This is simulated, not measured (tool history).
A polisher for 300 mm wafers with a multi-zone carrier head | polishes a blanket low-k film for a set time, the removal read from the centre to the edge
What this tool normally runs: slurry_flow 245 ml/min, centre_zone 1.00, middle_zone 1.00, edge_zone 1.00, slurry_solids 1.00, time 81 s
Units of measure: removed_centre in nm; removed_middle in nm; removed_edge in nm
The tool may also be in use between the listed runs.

run,hour,slurry_flow,centre_zone,middle_zone,edge_zone,slurry_solids,time,wafers since the last listed run,wafers polished on this pad,hours since the slurry nozzle was cleaned,hours since the centre zone pressure was calibrated,hours since the edge zone pressure was calibrated,hours since the carrier head's membrane was replaced,"incoming thickness of the incoming film, nm",removed_centre,removed_middle,removed_edge
1,0.0,245,1.00,1.00,1.00,1.00,81,0,1058,95.9,959.2,974.7,735.5,428.6,31.0,31.1,31.5
2,21.7,245,1.00,1.00,1.00,1.00,81,266,1325,117.6,980.9,996.4,757.2,433.9,30.4,30.2,31.2
# hour 38.9: worn pad replaced by a new one
3,49.2,245,1.00,1.00,1.00,1.00,81,288,126,145.1,1008.4,1023.9,784.7,432.3,30.8,30.4,31.4
4,64.7,245,1.00,1.00,1.00,1.00,81,190,316,160.6,1023.9,1039.4,800.2,429.4,30.7,30.9,31.2
# hour 143.6: slurry nozzle cleaned
5,144.9,245,1.00,1.00,1.00,0.90,81,973,1289,1.3,1104.1,1119.6,880.4,429.8,27.3,27.5,28.7
# hour 149.3: worn pad replaced by a new one
# hour 162.4: edge zone pressure recalibrated
6,180.0,245,1.00,1.00,1.00,0.90,81,357,352,36.4,1139.2,17.6,915.5,434.8,27.1,27.8,28.5
7,197.9,245,1.00,1.00,1.00,0.90,81,219,572,54.3,1157.1,35.5,933.4,423.2,27.3,27.7,28.5
8,235.5,245,1.00,1.00,1.00,1.00,81,462,1034,91.9,1194.7,73.1,971.0,433.1,27.3,28.0,29.1
9,262.8,270,1.00,1.00,1.10,1.00,81,335,1370,119.2,1222.0,100.4,998.3,431.7,27.7,28.6,31.0
# hour 269.2: worn pad replaced by a new one
# hour 270.0: slurry nozzle cleaned, repeated, since the last time left the tool worse
10,287.8,245,1.00,1.07,1.00,0.85,81,248,219,17.8,1247.0,125.4,1023.3,434.7,29.1,30.3,29.6
# hour 295.9: carrier head's membrane replaced by a new one
# hour 304.6: centre zone pressure recalibrated
11,321.5,245,1.00,1.00,1.00,1.00,81,328,547,51.5,16.9,159.1,25.6,423.3,30.4,30.9,31.4
12,339.0,245,1.00,1.00,0.93,0.70,81,215,762,69.0,34.4,176.6,43.1,424.4,27.7,28.2,27.6
13,367.9,245,1.00,1.00,1.12,1.00,55,355,1117,97.9,63.3,205.5,72.0,432.2,20.5,21.0,22.4
14,381.1,245,1.00,1.00,1.00,1.00,81,162,1279,111.1,76.5,218.7,85.2,427.2,30.7,30.1,31.3
# hour 396.3: worn pad replaced by a new one
15,411.4,245,1.00,1.00,1.00,1.00,81,323,185,141.4,106.8,249.0,115.5,435.7,29.8,30.4,30.9
16,435.1,245,1.00,1.00,1.00,1.00,65,291,476,165.1,130.5,272.7,139.2,422.5,24.4,24.5,24.9
17,463.1,180,1.00,1.00,0.89,1.00,81,344,821,193.1,158.5,300.7,167.2,429.6,28.6,28.9,27.9
18,490.7,245,0.94,1.00,1.00,0.75,109,339,1160,220.7,186.1,328.3,194.8,432.2,35.4,37.5,38.4
19,505.9,170,1.00,1.00,1.09,1.00,81,186,1347,235.9,201.3,343.5,210.0,423.7,27.7,28.3,30.1
# hour 523.2: slurry nozzle cleaned
20,533.1,245,1.00,1.00,1.00,1.15,81,321,1669,9.9,228.5,370.7,237.2,424.0,32.4,32.3,32.5

What if the next run were any one of these 5? Each begins from the tool's condition after run 20:
A,533.5,245,0.96,1.00,1.00,1.00,81,4,1673,10.3,228.9,371.1,237.6,431.6,?,?,?
B,533.5,160,1.00,1.00,0.95,0.90,81,4,1673,10.3,228.9,371.1,237.6,431.6,?,?,?
C,533.5,290,1.00,0.93,1.11,1.00,81,4,1673,10.3,228.9,371.1,237.6,431.6,?,?,?
D,533.5,270,1.06,1.00,1.00,1.00,81,4,1673,10.3,228.9,371.1,237.6,431.6,?,?,?
E,533.5,245,1.07,0.91,1.00,1.00,81,4,1673,10.3,228.9,371.1,237.6,431.6,?,?,?

run,removed_centre,removed_middle,removed_edge
A,29.8,30.8,31.2
B,27.8,28.3,28.4
C,31.1,30.1,33.3
D,31.9,31.1,31.5
E,31.7,29.2,31.2
Had the tool no hidden state, the same runs would have come out as:
run,removed_centre,removed_middle,removed_edge
A,29.8,30.9,31.2
B,27.8,28.3,28.4
C,31.1,30.1,33.4
D,32.0,31.2,31.5
E,31.8,29.2,31.3

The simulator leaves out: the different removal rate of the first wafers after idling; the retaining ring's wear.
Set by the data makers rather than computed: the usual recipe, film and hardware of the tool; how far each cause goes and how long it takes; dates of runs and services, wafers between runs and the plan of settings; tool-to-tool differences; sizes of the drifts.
